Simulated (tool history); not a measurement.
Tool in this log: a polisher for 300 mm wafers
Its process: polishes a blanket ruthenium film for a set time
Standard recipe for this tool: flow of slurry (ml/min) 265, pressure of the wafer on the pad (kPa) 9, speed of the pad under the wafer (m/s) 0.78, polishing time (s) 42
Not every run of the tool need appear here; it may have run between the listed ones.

| run | hour | flow of slurry (ml/min) | pressure of the wafer on the pad (kPa) | speed of the pad under the wafer (m/s) | polishing time (s) | wafers since the last listed run | wafers polished on this pad | hours since the slurry nozzle was cleaned | hours since the head pressure was calibrated | incoming thickness of the incoming film, nm | film removed (Å) |
|---|---|---|---|---|---|---|---|---|---|---|---|
| 1 | 0 | 265 | 9 | 0.78 | 42 | 0 | 985 | 543.2 | 625.8 | 550.4 | 235 |
|  | 2.8 | worn pad replaced by a new one |
| 2 | 6.3 | 265 | 9 | 0.78 | 42 | 39 | 39 | 549.5 | 632.1 | 552 | 254 |
| 3 | 20.3 | 265 | 9 | 0.78 | 42 | 160 | 200 | 563.5 | 646.1 | 546.7 | 251 |
| 4 | 37.7 | 265 | 9 | 0.78 | 42 | 199 | 399 | 580.9 | 663.5 | 549 | 256 |
| 5 | 54.5 | 265 | 9 | 0.78 | 42 | 192 | 592 | 597.7 | 680.3 | 548.6 | 244 |
| 6 | 61.5 | 265 | 9 | 0.78 | 42 | 80 | 672 | 604.7 | 687.3 | 552 | 239 |
| 7 | 79.3 | 265 | 9 | 0.78 | 42 | 204 | 877 | 622.5 | 705.1 | 561.1 | 233 |
| 8 | 87.8 | 265 | 9 | 0.78 | 42 | 97 | 974 | 631 | 713.6 | 540.7 | 235 |
|  | 93.1 | head pressure recalibrated |
|  | 95.7 | worn pad replaced by a new one |
| 9 | 101 | 265 | 9 | 0.78 | 42 | 99 | 60 | 644.2 | 7.9 | 548.3 | 250 |
| 10 | 108.1 | 265 | 9 | 0.78 | 42 | 81 | 142 | 651.3 | 15 | 554.5 | 253 |
| 11 | 119.9 | 265 | 11 | 0.7 | 42 | 135 | 277 | 663.1 | 26.8 | 538.7 | 272 |
| 12 | 130.4 | 265 | 12.4 | 0.78 | 42 | 120 | 397 | 673.6 | 37.3 | 546.3 | 333 |
|  | 132.4 | slurry nozzle cleaned |
| 13 | 138.8 | 265 | 10.3 | 0.78 | 42 | 84 | 482 | 6.4 | 45.7 | 548.4 | 283 |
| 14 | 152.2 | 265 | 9 | 0.78 | 42 | 153 | 636 | 19.8 | 59.1 | 548.3 | 248 |
| 15 | 160.1 | 200 | 10.3 | 0.62 | 35 | 90 | 727 | 27.7 | 67 | 550.7 | 185 |
| 16 | 168.7 | 265 | 9 | 0.64 | 51 | 98 | 825 | 36.3 | 75.6 | 547.4 | 242 |

Here are 3 independent what-if runs from the current tool condition. What would each one return?
| A | 169.1 | 265 | 9 | 0.62 | 42 | 4 | 830 | 36.7 | 76 | 541.4 | ? |
| B | 169.1 | 265 | 9 | 0.56 | 29 | 4 | 830 | 36.7 | 76 | 541.4 | ? |
| C | 169.1 | 265 | 8.3 | 0.78 | 42 | 4 | 830 | 36.7 | 76 | 541.4 | ? |

| run | film removed (Å) |
|---|---|
| A | 192 |
| B | 119 |
| C | 225 |
With no hidden state in the tool, these same runs would have given:
| run | film removed (Å) |
|---|---|
| A | 205 |
| B | 128 |
| C | 241 |
